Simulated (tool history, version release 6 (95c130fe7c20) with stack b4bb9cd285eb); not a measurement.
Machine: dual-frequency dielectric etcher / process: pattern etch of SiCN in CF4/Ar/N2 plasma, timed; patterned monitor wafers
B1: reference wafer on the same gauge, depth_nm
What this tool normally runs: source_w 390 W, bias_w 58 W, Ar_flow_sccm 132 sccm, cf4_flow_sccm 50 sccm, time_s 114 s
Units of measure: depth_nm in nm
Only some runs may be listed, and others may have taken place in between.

{"run": 1, "hour": 0.0, "source_w": 390, "bias_w": 58, "Ar_flow_sccm": 132, "cf4_flow_sccm": 50, "time_s": 114, "B1": 101.8, "depth_nm": 86.8}
{"run": 2, "hour": 14.4, "source_w": 390, "bias_w": 58, "Ar_flow_sccm": 132, "cf4_flow_sccm": 50, "time_s": 114, "B1": 101.9, "depth_nm": 86.4}
{"run": 3, "hour": 27.5, "source_w": 390, "bias_w": 52, "Ar_flow_sccm": 132, "cf4_flow_sccm": 50, "time_s": 114, "B1": 101.8, "depth_nm": 83.2}
{"run": 4, "hour": 40.8, "source_w": 390, "bias_w": 52, "Ar_flow_sccm": 132, "cf4_flow_sccm": 50, "time_s": 114, "B1": 101.7, "depth_nm": 83.0}
{"run": 5, "hour": 49.3, "source_w": 390, "bias_w": 58, "Ar_flow_sccm": 132, "cf4_flow_sccm": 50, "time_s": 114, "B1": 101.7, "depth_nm": 86.9}
{"run": 6, "hour": 60.1, "source_w": 390, "bias_w": 58, "Ar_flow_sccm": 132, "cf4_flow_sccm": 50, "time_s": 114, "B1": 101.9, "depth_nm": 87.3}
{"hour": 85.5, "done": "bias power generator calibrated"}
{"run": 7, "hour": 86.0, "source_w": 390, "bias_w": 58, "Ar_flow_sccm": 132, "cf4_flow_sccm": 50, "time_s": 114, "B1": 101.8, "depth_nm": 86.8}
{"run": 8, "hour": 98.9, "source_w": 390, "bias_w": 58, "Ar_flow_sccm": 132, "cf4_flow_sccm": 50, "time_s": 114, "B1": 101.8, "depth_nm": 87.1}
{"run": 9, "hour": 113.3, "source_w": 390, "bias_w": 58, "Ar_flow_sccm": 132, "cf4_flow_sccm": 50, "time_s": 114, "B1": 101.8, "depth_nm": 87.5}
{"run": 10, "hour": 128.5, "source_w": 390, "bias_w": 58, "Ar_flow_sccm": 132, "cf4_flow_sccm": 50, "time_s": 114, "B1": 101.7, "depth_nm": 87.3}
{"hour": 141.7, "done": "source power generator calibrated"}
{"hour": 143.5, "done": "CF4 flow controller replaced"}
{"hour": 144.7, "done": "Ar flow controller replaced"}
{"run": 11, "hour": 145.2, "source_w": 390, "bias_w": 47, "Ar_flow_sccm": 132, "cf4_flow_sccm": 56, "time_s": 114, "B1": 101.7, "depth_nm": 82.3}

What will run 12 give?
{"hour": 146.9, "done": "gauge calibrated"}
{"run": 12, "hour": 157.3, "source_w": 390, "bias_w": 65, "Ar_flow_sccm": 132, "cf4_flow_sccm": 50, "time_s": 114, "B1": "?", "depth_nm": "?"}

Logged for run 12: B1 101.8, depth_nm 90.9 nm.
Take away the tool's hidden state, keep the run-to-run variation as it was, and the same run would have given depth_nm 88.4 nm.
